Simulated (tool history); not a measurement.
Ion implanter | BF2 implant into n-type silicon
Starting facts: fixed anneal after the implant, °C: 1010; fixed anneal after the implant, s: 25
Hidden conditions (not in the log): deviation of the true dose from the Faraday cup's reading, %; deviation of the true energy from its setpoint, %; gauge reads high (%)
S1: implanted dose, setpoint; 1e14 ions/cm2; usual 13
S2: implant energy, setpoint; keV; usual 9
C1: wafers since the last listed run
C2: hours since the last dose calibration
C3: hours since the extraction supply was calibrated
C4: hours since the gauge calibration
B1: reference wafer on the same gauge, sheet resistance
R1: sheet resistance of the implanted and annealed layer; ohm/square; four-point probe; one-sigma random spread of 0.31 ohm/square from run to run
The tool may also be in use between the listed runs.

Run 1, hour 0: usual settings; C1 0; C2 396.5; C3 2245.2; C4 271.3; B1 179.06. Result: R1 210.19 ohm/square.
Run 2, hour 29.5: usual settings; C1 377; C2 426; C3 2274.7; C4 300.8; B1 178.93. Result: R1 209.74 ohm/square.
Run 3, hour 49.4: usual settings; C1 254; C2 445.9; C3 2294.6; C4 320.7; B1 179.12. Result: R1 209.54 ohm/square.
Run 4, hour 62.7: usual settings but S1 16.12 1e14 ions/cm2; C1 169; C2 459.2; C3 2307.9; C4 334; B1 179.09. Result: R1 203.12 ohm/square.
Run 5, hour 96.9: usual settings but S1 16.12 1e14 ions/cm2; C1 437; C2 493.4; C3 2342.1; C4 368.2; B1 178.96. Result: R1 203.16 ohm/square.
Run 6, hour 128: usual settings; C1 397; C2 524.5; C3 2373.2; C4 399.3; B1 178.99. Result: R1 209.81 ohm/square.
Run 7, hour 162.8: usual settings; C1 444; C2 559.3; C3 2408; C4 434.1; B1 178.91. Result: R1 209.46 ohm/square.
Run 8, hour 177.5: usual settings; C1 187; C2 574; C3 2422.7; C4 448.8; B1 178.9. Result: R1 210.01 ohm/square.
Run 9, hour 212.8: usual settings; C1 451; C2 609.3; C3 2458; C4 484.1; B1 179.14. Result: R1 210.39 ohm/square.
Run 10, hour 247.1: usual settings; C1 438; C2 643.6; C3 2492.3; C4 518.4; B1 178.97. Result: R1 210.91 ohm/square.
At hour 257.3: gauge calibrated.
Run 11, hour 267.5: usual settings; C1 260; C2 664; C3 2512.7; C4 10.2; B1 178.92. Result: R1 210.45 ohm/square.
Run 12, hour 299.1: usual settings but S1 10.89 1e14 ions/cm2, S2 7.5 keV; C1 403; C2 695.6; C3 2544.3; C4 41.8; B1 179.02. Result: R1 233.46 ohm/square.
At hour 327.2: extraction supply calibrated.
Run 13, hour 333.2: usual settings but S1 16.87 1e14 ions/cm2, S2 7.5 keV; C1 333; C2 729.7; C3 6; C4 75.9; B1 178.95. Result: R1 211.28 ohm/square.
Run 14, hour 346.2: usual settings; C1 166; C2 742.7; C3 19; C4 88.9; B1 178.97. Result: R1 211.59 ohm/square.
At hour 366.1: Faraday cup replaced and dose calibrated.
Run 15, hour 381.6: usual settings but S1 9.9 1e14 ions/cm2, S2 6.5 keV; C1 350; C2 15.5; C3 54.4; C4 124.3; B1 178.9. Result: R1 248.03 ohm/square.
Run 16, hour 397.9: usual settings but S1 15.11 1e14 ions/cm2, S2 8 keV; C1 208; C2 31.8; C3 70.7; C4 140.6; B1 178.95. Result: R1 209.74 ohm/square.
Run 17, hour 413.4: usual settings but S1 11.21 1e14 ions/cm2, S2 8 keV; C1 198; C2 47.3; C3 86.2; C4 156.1; B1 178.95. Result: R1 224.21 ohm/square.
Run 18, hour 426.8: usual settings; C1 171; C2 60.7; C3 99.6; C4 169.5; B1 179.17. Result: R1 209.62 ohm/square.
Run 19, hour 441.7: usual settings but S1 16.66 1e14 ions/cm2, S2 12 keV; C1 190; C2 75.6; C3 114.5; C4 184.4; B1 178.94. Result: R1 187.15 ohm/square.
Run 20, hour 461.4: usual settings but S1 15.35 1e14 ions/cm2; C1 251; C2 95.3; C3 134.2; C4 204.1; B1 179.06. Result: R1 203.26 ohm/square.
Run 21, hour 479.3: usual settings but S1 9.12 1e14 ions/cm2, S2 10 keV; C1 228; C2 113.2; C3 152.1; C4 222; B1 178.96. Result: R1 230.14 ohm/square.
Run 22, hour 509: usual settings but S1 10.93 1e14 ions/cm2, S2 12 keV; C1 379; C2 142.9; C3 181.8; C4 251.7; B1 178.97. Result: R1 204.63 ohm/square.
Run 23, hour 530.2: usual settings but S1 16.51 1e14 ions/cm2; C1 270; C2 164.1; C3 203; C4 272.9; B1 179.01. Result: R1 202.34 ohm/square.

Run-by-run hidden state of the tool:
deviation of the true energy from its setpoint, %: 0 on each run
gauge reads high (%): 0 on each run
H1: deviation of the true dose from the Faraday cup's reading, %
run      H1
  1   -1.12
  2   -1.34
  3   -1.49
  4    -1.6
  5    -1.9
  6   -2.18
  7   -2.53
  8   -2.68
  9   -3.05
 10   -3.44
 11   -3.68
 12   -4.07
 13   -4.51
 14   -4.68
 15  -0.841
 16  -0.848
 17  -0.859
 18  -0.872
 19   -0.89
 20  -0.921
 21  -0.954
 22   -1.02
 23   -1.08
